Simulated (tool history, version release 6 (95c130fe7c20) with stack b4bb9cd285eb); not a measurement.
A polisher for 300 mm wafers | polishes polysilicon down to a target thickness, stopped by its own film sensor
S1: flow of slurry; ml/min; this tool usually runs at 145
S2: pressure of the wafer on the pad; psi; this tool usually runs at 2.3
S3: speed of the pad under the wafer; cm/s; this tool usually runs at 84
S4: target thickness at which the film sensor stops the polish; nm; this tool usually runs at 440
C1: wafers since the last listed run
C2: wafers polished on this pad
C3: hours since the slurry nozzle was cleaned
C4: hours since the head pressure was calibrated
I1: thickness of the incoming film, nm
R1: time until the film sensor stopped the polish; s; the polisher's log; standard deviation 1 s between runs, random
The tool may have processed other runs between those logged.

run 1 hour=0 | S1=145 S2=1.9 S3=84 S4=402 | C1=0 C2=381 C3=337.1 C4=227.1 | I1=724.7 | R1=89.4
run 2 hour=9.6 | S1=165 S2=2.9 S3=84 S4=440 | C1=101 C2=483 C3=346.7 C4=236.7 | I1=717.7 | R1=47.4
run 3 hour=19.4 | S1=165 S2=2.9 S3=84 S4=440 | C1=104 C2=587 C3=356.5 C4=246.5 | I1=716.9 | R1=49.7
run 4 hour=29.8 | S1=145 S2=2.3 S3=84 S4=479 | C1=110 C2=698 C3=366.9 C4=256.9 | I1=717.3 | R1=54.9
run 5 hour=44.7 | S1=145 S2=2.3 S3=84 S4=479 | C1=158 C2=856 C3=381.8 C4=271.8 | I1=728.6 | R1=58.7
run 6 hour=51.3 | S1=145 S2=2.3 S3=84 S4=440 | C1=70 C2=926 C3=388.4 C4=278.4 | I1=717.4 | R1=62.3
run 7 hour=61.4 | S1=145 S2=2.3 S3=84 S4=440 | C1=107 C2=1033 C3=398.5 C4=288.5 | I1=722.6 | R1=67.3
run 8 hour=71.5 | S1=145 S2=2.3 S3=84 S4=440 | C1=107 C2=1141 C3=408.6 C4=298.6 | I1=717.6 | R1=65.4
-- hour=111.9 worn pad replaced by a new one
run 9 hour=115 | S1=160 S2=2.3 S3=84 S4=481 | C1=419 C2=33 C3=452.1 C4=342.1 | I1=718.4 | R1=54
run 10 hour=132.9 | S1=145 S2=2.3 S3=84 S4=440 | C1=190 C2=223 C3=470 C4=360 | I1=725.6 | R1=66
run 11 hour=144.8 | S1=145 S2=2.3 S3=84 S4=440 | C1=126 C2=349 C3=481.9 C4=371.9 | I1=712.9 | R1=63.1
run 12 hour=157.6 | S1=145 S2=2.3 S3=84 S4=440 | C1=135 C2=485 C3=494.7 C4=384.7 | I1=727.3 | R1=68.2
-- hour=168.5 slurry nozzle cleaned
run 13 hour=175.1 | S1=145 S2=2.3 S3=84 S4=440 | C1=175 C2=661 C3=6.6 C4=402.2 | I1=714.8 | R1=59.5
run 14 hour=181.1 | S1=145 S2=2.3 S3=84 S4=440 | C1=63 C2=724 C3=12.6 C4=408.2 | I1=732.5 | R1=63.7
run 15 hour=190.3 | S1=145 S2=2.3 S3=84 S4=496 | C1=97 C2=822 C3=21.8 C4=417.4 | I1=708.8 | R1=46.2
run 16 hour=203.6 | S1=145 S2=2.3 S3=84 S4=440 | C1=141 C2=963 C3=35.1 C4=430.7 | I1=731.1 | R1=64.6
run 17 hour=213.8 | S1=145 S2=2 S3=94 S4=534 | C1=108 C2=1072 C3=45.3 C4=440.9 | I1=719.1 | R1=42.6
-- hour=226.9 worn pad replaced by a new one, of another model than before
-- hour=244.9 head pressure recalibrated
run 18 hour=245.6 | S1=170 S2=2.3 S3=84 S4=520 | C1=274 C2=177 C3=77.1 C4=0.7 | I1=703.5 | R1=39.1
run 19 hour=258.2 | S1=170 S2=3 S3=110 S4=440 | C1=133 C2=310 C3=89.7 C4=13.3 | I1=724.4 | R1=42.6
run 20 hour=273.3 | S1=170 S2=2.1 S3=98 S4=398 | C1=160 C2=471 C3=104.8 C4=28.4 | I1=721.5 | R1=66.9
run 21 hour=279.8 | S1=145 S2=1.6 S3=84 S4=440 | C1=69 C2=540 C3=111.3 C4=34.9 | I1=717.1 | R1=83
run 22 hour=314.7 | S1=145 S2=2.3 S3=84 S4=440 | C1=370 C2=911 C3=146.2 C4=69.8 | I1=723.5 | R1=65.2
run 23 hour=326.9 | S1=145 S2=2.3 S3=84 S4=440 | C1=129 C2=1040 C3=158.4 C4=82 | I1=712.5 | R1=60.9
run 24 hour=334.6 | S1=195 S2=2.6 S3=98 S4=489 | C1=81 C2=1122 C3=166.1 C4=89.7 | I1=727.4 | R1=42.1
run 25 hour=344.6 | S1=145 S2=2.3 S3=84 S4=440 | C1=106 C2=1228 C3=176.1 C4=99.7 | I1=712.2 | R1=63.5
-- hour=350.5 worn pad replaced by a new one
run 26 hour=357.1 | S1=145 S2=2.3 S3=84 S4=440 | C1=90 C2=70 C3=188.6 C4=112.2 | I1=719.7 | R1=64.4
run 27 hour=372.8 | S1=165 S2=1.5 S3=72 S4=349 | C1=166 C2=237 C3=204.3 C4=127.9 | I1=723.2 | R1=124.8
run 28 hour=384.3 | S1=185 S2=1.6 S3=84 S4=395 | C1=122 C2=359 C3=215.8 C4=139.4 | I1=729.2 | R1=95.5
run 29 hour=416.8 | S1=100 S2=2.3 S3=84 S4=360 | C1=345 C2=704 C3=248.3 C4=171.9 | I1=718.8 | R1=93.1
run 30 hour=427 | S1=145 S2=1.8 S3=84 S4=486 | C1=108 C2=813 C3=258.5 C4=182.1 | I1=722 | R1=65.6
run 31 hour=442.8 | S1=160 S2=2.3 S3=84 S4=481 | C1=167 C2=980 C3=274.3 C4=197.9 | I1=722.9 | R1=57.4
run 32 hour=448.9 | S1=195 S2=2.6 S3=98 S4=489 | C1=64 C2=1045 C3=280.4 C4=204 | I1=729.1 | R1=44.4
-- hour=467.3 worn pad replaced by a new one
run 33 hour=485.8 | S1=145 S2=2.3 S3=84 S4=343 | C1=349 C2=196 C3=317.3 C4=240.9 | I1=720.7 | R1=90.7
run 34 hour=500.4 | S1=145 S2=2.3 S3=84 S4=471 | C1=155 C2=351 C3=331.9 C4=255.5 | I1=707.3 | R1=55.5
run 35 hour=510.7 | S1=145 S2=1.7 S3=84 S4=373 | C1=109 C2=461 C3=342.2 C4=265.8 | I1=721.4 | R1=106.6
run 36 hour=516.9 | S1=145 S2=2.9 S3=72 S4=440 | C1=65 C2=527 C3=348.4 C4=272 | I1=720.2 | R1=62.1
run 37 hour=525.8 | S1=165 S2=2.5 S3=58 S4=522 | C1=94 C2=621 C3=357.3 C4=280.9 | I1=723.1 | R1=55
run 38 hour=539.8 | S1=145 S2=2.3 S3=84 S4=440 | C1=148 C2=770 C3=371.3 C4=294.9 | I1=725.1 | R1=69

Branching from run 38: 3 alternative next runs. What would each branch give?
run A hour=540.2 | S1=125 S2=2.3 S3=84 S4=440 | C1=4 C2=774 C3=371.7 C4=295.3 | I1=711.2 | R1=?
run B hour=540.2 | S1=175 S2=3.1 S3=110 S4=440 | C1=4 C2=774 C3=371.7 C4=295.3 | I1=711.2 | R1=?
run C hour=540.2 | S1=145 S2=2.3 S3=84 S4=365 | C1=4 C2=774 C3=371.7 C4=295.3 | I1=711.2 | R1=?

run=A R1=67.5
run=B R1=41.2
run=C R1=82.6
What these runs would have given with no unlogged condition in the tool:
run=A R1=59.5
run=B R1=37.5
run=C R1=73.9
